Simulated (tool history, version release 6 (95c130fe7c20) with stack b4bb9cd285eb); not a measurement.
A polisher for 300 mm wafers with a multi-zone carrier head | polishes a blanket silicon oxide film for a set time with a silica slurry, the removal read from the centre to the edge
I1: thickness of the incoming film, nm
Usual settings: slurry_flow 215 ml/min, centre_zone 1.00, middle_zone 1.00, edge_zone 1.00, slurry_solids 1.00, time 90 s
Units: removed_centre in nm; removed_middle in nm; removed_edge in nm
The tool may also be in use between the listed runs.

run 1 day=0.000 | slurry_flow=215 centre_zone=1.00 middle_zone=1.00 edge_zone=1.00 slurry_solids=1.00 time=90 | I1=1832.2 | removed_centre=259.4 removed_middle=264.2 removed_edge=262.4
run 2 day=0.392 | slurry_flow=215 centre_zone=1.00 middle_zone=1.00 edge_zone=1.00 slurry_solids=1.00 time=90 | I1=1851.5 | removed_centre=258.2 removed_middle=256.1 removed_edge=261.6
run 3 day=0.942 | slurry_flow=215 centre_zone=1.00 middle_zone=1.00 edge_zone=1.00 slurry_solids=1.00 time=90 | I1=1815.2 | removed_centre=255.7 removed_middle=256.4 removed_edge=265.0
run 4 day=1.454 | slurry_flow=215 centre_zone=1.00 middle_zone=1.00 edge_zone=1.00 slurry_solids=1.00 time=90 | I1=1839.3 | removed_centre=247.4 removed_middle=241.2 removed_edge=246.4
run 5 day=1.958 | slurry_flow=215 centre_zone=1.00 middle_zone=1.00 edge_zone=1.00 slurry_solids=1.00 time=90 | I1=1845.0 | removed_centre=237.3 removed_middle=239.8 removed_edge=242.7
run 6 day=2.267 | slurry_flow=215 centre_zone=1.00 middle_zone=1.00 edge_zone=1.00 slurry_solids=1.00 time=90 | I1=1865.9 | removed_centre=240.6 removed_middle=234.7 removed_edge=235.5
run 7 day=2.900 | slurry_flow=215 centre_zone=1.00 middle_zone=1.00 edge_zone=1.00 slurry_solids=1.00 time=90 | I1=1855.7 | removed_centre=230.1 removed_middle=230.8 removed_edge=230.9
run 8 day=3.321 | slurry_flow=215 centre_zone=1.06 middle_zone=1.00 edge_zone=1.00 slurry_solids=1.00 time=90 | I1=1852.0 | removed_centre=295.2 removed_middle=281.2 removed_edge=278.7
run 9 day=3.546 | slurry_flow=215 centre_zone=0.95 middle_zone=1.00 edge_zone=1.00 slurry_solids=0.85 time=104 | I1=1801.9 | removed_centre=281.3 removed_middle=286.8 removed_edge=298.2
run 10 day=3.821 | slurry_flow=215 centre_zone=1.00 middle_zone=1.00 edge_zone=1.00 slurry_solids=1.00 time=90 | I1=1799.9 | removed_centre=270.8 removed_middle=270.4 removed_edge=278.1
run 11 day=4.383 | slurry_flow=255 centre_zone=1.00 middle_zone=1.00 edge_zone=1.09 slurry_solids=1.00 time=90 | I1=1840.6 | removed_centre=280.0 removed_middle=270.8 removed_edge=285.9
run 12 day=4.938 | slurry_flow=215 centre_zone=1.00 middle_zone=0.92 edge_zone=1.00 slurry_solids=1.00 time=90 | I1=1816.4 | removed_centre=265.2 removed_middle=244.8 removed_edge=266.7
run 13 day=7.104 | slurry_flow=265 centre_zone=1.00 middle_zone=1.00 edge_zone=1.09 slurry_solids=1.00 time=90 | I1=1828.1 | removed_centre=276.5 removed_middle=269.4 removed_edge=278.9
run 14 day=7.517 | slurry_flow=215 centre_zone=1.00 middle_zone=1.00 edge_zone=1.00 slurry_solids=1.00 time=90 | I1=1826.8 | removed_centre=277.9 removed_middle=278.5 removed_edge=277.6
run 15 day=7.792 | slurry_flow=165 centre_zone=1.08 middle_zone=1.00 edge_zone=1.00 slurry_solids=1.25 time=76 | I1=1825.5 | removed_centre=259.5 removed_middle=244.5 removed_edge=249.9
run 16 day=8.533 | slurry_flow=250 centre_zone=1.11 middle_zone=1.08 edge_zone=1.00 slurry_solids=1.00 time=90 | I1=1818.8 | removed_centre=303.3 removed_middle=292.0 removed_edge=276.3
run 17 day=8.875 | slurry_flow=215 centre_zone=1.00 middle_zone=1.00 edge_zone=1.00 slurry_solids=1.00 time=90 | I1=1828.2 | removed_centre=267.7 removed_middle=269.5 removed_edge=269.2
run 18 day=9.621 | slurry_flow=215 centre_zone=1.00 middle_zone=1.06 edge_zone=1.00 slurry_solids=1.00 time=90 | I1=1794.2 | removed_centre=267.9 removed_middle=277.0 removed_edge=266.3
run 19 day=10.104 | slurry_flow=215 centre_zone=1.00 middle_zone=1.00 edge_zone=1.00 slurry_solids=1.00 time=90 | I1=1834.9 | removed_centre=268.7 removed_middle=263.8 removed_edge=264.5
run 20 day=10.617 | slurry_flow=275 centre_zone=1.00 middle_zone=0.96 edge_zone=1.08 slurry_solids=0.90 time=90 | I1=1844.6 | removed_centre=259.6 removed_middle=247.6 removed_edge=266.8

Taken out of this log: 7 entries between the listed runs. Where each belongs, and how the hidden state differs across it:
Between runs 3 and 4: worn pad replaced by a new one (day 1.433)
  removal rate lost through wear of the pad, %: 8.44 -> 13.3
  measured less the result without the state, removed_centre: -23.5 -> -38.0 nm; removed_middle: -23.6 -> -37.0 nm; removed_edge: -24.5 -> -37.8 nm
Between runs 6 and 7: edge zone pressure recalibrated (day 2.383)
  removal rate lost through wear of the pad, %: 16.4 -> 17.9
  measured less the result without the state, removed_centre: -47.3 -> -50.2 nm; removed_middle: -46.1 -> -50.2 nm; removed_edge: -46.3 -> -50.4 nm
Between runs 7 and 8: worn pad replaced by a new one, repeated, since the last time left the tool worse (day 3.108); carrier head's membrane replaced by a new one (day 3.300)
  removal rate lost through wear of the pad, %: 17.9 -> 1.41
  measured less the result without the state, removed_centre: -50.2 -> -4.2 nm; removed_middle: -50.2 -> -4.1 nm; removed_edge: -50.4 -> -4.0 nm
Between runs 10 and 11: slurry nozzle cleaned (day 4.200); centre zone pressure recalibrated (day 4.321)
  removal rate lost through wear of the pad, %: 3.28 -> 4.71
  measured less the result without the state, removed_centre: -9.2 -> -13.8 nm; removed_middle: -9.2 -> -13.4 nm; removed_edge: -9.4 -> -14.2 nm
Between runs 13 and 14: worn pad replaced by a new one (day 7.383)
  removal rate lost through wear of the pad, %: 7.18 -> 0.953
  measured less the result without the state, removed_centre: -21.3 -> -2.7 nm; removed_middle: -20.8 -> -2.7 nm; removed_edge: -21.5 -> -2.7 nm

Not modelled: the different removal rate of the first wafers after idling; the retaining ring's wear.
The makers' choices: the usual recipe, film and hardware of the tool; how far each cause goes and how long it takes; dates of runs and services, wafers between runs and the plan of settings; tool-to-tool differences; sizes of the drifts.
